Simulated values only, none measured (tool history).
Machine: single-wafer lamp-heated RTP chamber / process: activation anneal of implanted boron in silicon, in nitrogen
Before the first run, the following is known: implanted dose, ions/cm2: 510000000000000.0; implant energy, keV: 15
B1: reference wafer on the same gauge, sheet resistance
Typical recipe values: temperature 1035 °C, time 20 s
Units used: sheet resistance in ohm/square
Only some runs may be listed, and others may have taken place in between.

Run 1, hour 0: usual settings but temperature 1059 °C; B1 232.53. Result: sheet resistance 231.78 ohm/square.
Run 2, hour 24.3: usual settings but time 15 s; B1 232.34. Result: sheet resistance 233.89 ohm/square.
Run 3, hour 85.1: usual settings but time 15 s; B1 232.19. Result: sheet resistance 234.18 ohm/square.
Run 4, hour 153: usual settings but time 15 s; B1 232.24. Result: sheet resistance 232.96 ohm/square.
Run 5, hour 206.5: usual settings; B1 232.1. Result: sheet resistance 232.91 ohm/square.
At hour 221.2: pyrometer window cleaned and pyrometer calibrated.
Run 6, hour 292.2: usual settings but temperature 1022 °C; B1 231.77. Result: sheet resistance 234.22 ohm/square.
Run 7, hour 327.6: usual settings but temperature 1022 °C; B1 231.59. Result: sheet resistance 232.62 ohm/square.
At hour 369.8: reflector plate cleaned.
Run 8, hour 406.2: usual settings but temperature 1022 °C; B1 231.24. Result: sheet resistance 233.64 ohm/square.
Run 9, hour 450.1: usual settings but temperature 1024 °C; B1 231.02. Result: sheet resistance 232.72 ohm/square.
At hour 471.7: pyrometer window cleaned and pyrometer calibrated.
Run 10, hour 521.7: usual settings; B1 230.71. Result: sheet resistance 231.19 ohm/square.
Run 11, hour 593.3: usual settings but time 27 s; B1 230.41. Result: sheet resistance 230.05 ohm/square.
Run 12, hour 623.9: usual settings but temperature 1059 °C, time 25 s; B1 230.23. Result: sheet resistance 228.33 ohm/square.
At hour 633: gauge calibrated.
Run 13, hour 683.7: usual settings but temperature 1054 °C, time 11 s; B1 233.25. Result: sheet resistance 234.58 ohm/square.
Run 14, hour 747: usual settings; B1 233.15. Result: sheet resistance 234.36 ohm/square.
At hour 760.5: pyrometer window cleaned and pyrometer calibrated.
Run 15, hour 801.3: usual settings but temperature 1058 °C, time 25 s; B1 233.11. Result: sheet resistance 230.82 ohm/square.
Run 16, hour 953.2: usual settings; B1 232.8. Result: sheet resistance 233.07 ohm/square.
At hour 979.1: reflector plate cleaned.
Run 17, hour 979.6: usual settings but time 11 s; B1 232.64. Result: sheet resistance 234.95 ohm/square.
Run 18, hour 1011.5: usual settings but temperature 1017 °C, time 29 s; B1 232.61. Result: sheet resistance 234.56 ohm/square.
At hour 1029.1: pyrometer window cleaned and pyrometer calibrated.
Run 19, hour 1035.7: usual settings but time 9 s; B1 232.29. Result: sheet resistance 234.92 ohm/square.
Run 20, hour 1087.2: usual settings; B1 232.31. Result: sheet resistance 232.91 ohm/square.

Each row is a separate what-if for the run after 20, all from the same tool condition, not one after another. Results?
Run A, hour 1087.6: usual settings but temperature 1063 °C; B1 ?. Result: sheet resistance ?.
Run B, hour 1087.6: usual settings but temperature 1014 °C, time 27 s; B1 ?. Result: sheet resistance ?.
Run C, hour 1087.6: usual settings but temperature 1012 °C, time 24 s; B1 ?. Result: sheet resistance ?.
Run D, hour 1087.6: usual settings but temperature 1054 °C, time 13 s; B1 ?. Result: sheet resistance ?.

run     B1  sheet resistance
  A  232.5             231.6
  B  232.5            235.14
  C  232.5            235.73
  D  232.5            233.44
Stripped of hidden state, with their random variation kept, the same runs would have yielded:
run  sheet resistance
  A            232.24
  B            235.79
  C            236.38
  D            234.09
